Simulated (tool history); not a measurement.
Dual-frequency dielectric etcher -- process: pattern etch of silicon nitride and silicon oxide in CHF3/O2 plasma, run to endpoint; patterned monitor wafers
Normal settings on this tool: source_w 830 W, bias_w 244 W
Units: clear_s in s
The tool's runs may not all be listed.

| run | day | source_w | bias_w | incoming incoming film thickness, nm | clear_s |
|---|---|---|---|---|---|
| 1 | 0.000 | 830 | 211 | 311.0 | 189.0 |
| 2 | 3.196 | 830 | 211 | 313.1 | 187.2 |
| 3 | 4.521 | 830 | 211 | 311.4 | 185.9 |
| 4 | 7.475 | 870 | 244 | 313.4 | 169.1 |
| 5 | 9.183 | 870 | 244 | 310.3 | 168.9 |
| 6 | 9.929 | 870 | 244 | 311.2 | 168.9 |
| 7 | 12.221 | 950 | 244 | 312.9 | 166.5 |
| 8 | 13.638 | 950 | 244 | 310.7 | 163.8 |
| 9 | 16.438 | 950 | 244 | 315.0 | 163.8 |
| 10 | 17.804 | 700 | 244 | 313.9 | 184.7 |
| 11 | 20.712 | 700 | 244 | 314.2 | 187.9 |
| 12 | 22.696 | 830 | 244 | 314.6 | 174.8 |
| 13 | 24.867 | 920 | 285 | 311.3 | 151.8 |
| 14 | 27.279 | 830 | 244 | 312.7 | 173.5 |
| 15 | 28.538 | 830 | 244 | 311.9 | 172.3 |
| 16 | 30.288 | 830 | 213 | 313.6 | 183.3 |
| 17 | 31.800 | 830 | 281 | 313.0 | 160.2 |
| 18 | 35.829 | 830 | 295 | 316.4 | 158.2 |
| 19 | 37.392 | 950 | 187 | 313.5 | 187.9 |
| 20 | 40.367 | 660 | 244 | 313.8 | 187.2 |
| 21 | 41.725 | 830 | 244 | 312.2 | 172.7 |
| 22 | 43.200 | 1020 | 261 | 311.4 | 152.0 |
| 23 | 45.192 | 940 | 244 | 310.0 | 163.7 |
| 24 | 46.683 | 640 | 280 | 314.4 | 178.6 |
| 25 | 49.246 | 830 | 244 | 311.8 | 170.6 |
| 26 | 50.508 | 700 | 302 | 315.5 | 167.2 |
| 27 | 52.558 | 830 | 186 | 314.1 | 199.8 |
| 28 | 54.638 | 710 | 244 | 310.1 | 180.6 |
| 29 | 56.521 | 830 | 244 | 317.6 | 175.4 |
| 30 | 59.262 | 930 | 272 | 311.9 | 153.7 |
| 31 | 60.533 | 940 | 293 | 311.4 | 146.6 |
| 32 | 63.279 | 1010 | 294 | 313.3 | 146.8 |
| 33 | 64.700 | 770 | 276 | 311.4 | 164.4 |
| 34 | 67.046 | 670 | 301 | 315.0 | 170.2 |
| 35 | 68.254 | 950 | 244 | 313.5 | 162.4 |
| 36 | 70.321 | 660 | 221 | 311.1 | 200.1 |

Removed from this log: 6 entries logged between the listed runs. Between which two listed runs does each belong, and how does the tool's hidden state at the listed run before it compare with that at the listed run after it?
In the gap between runs 4 and 5: wet clean of the chamber (day 9.162)
  no hidden state differs between the two runs
In the gap between runs 6 and 7: source power generator calibrated (day 10.933)
  no hidden state differs between the two runs
In the gap between runs 9 and 10: upper electrode replaced (day 17.504)
  no hidden state differs between the two runs
In the gap between runs 10 and 11: bias power generator calibrated (day 19.646)
  no hidden state differs between the two runs
In the gap between runs 17 and 18: wet clean of the chamber (day 35.808)
  no hidden state differs between the two runs
In the gap between runs 32 and 33: wet clean of the chamber (day 64.679)
  no hidden state differs between the two runs
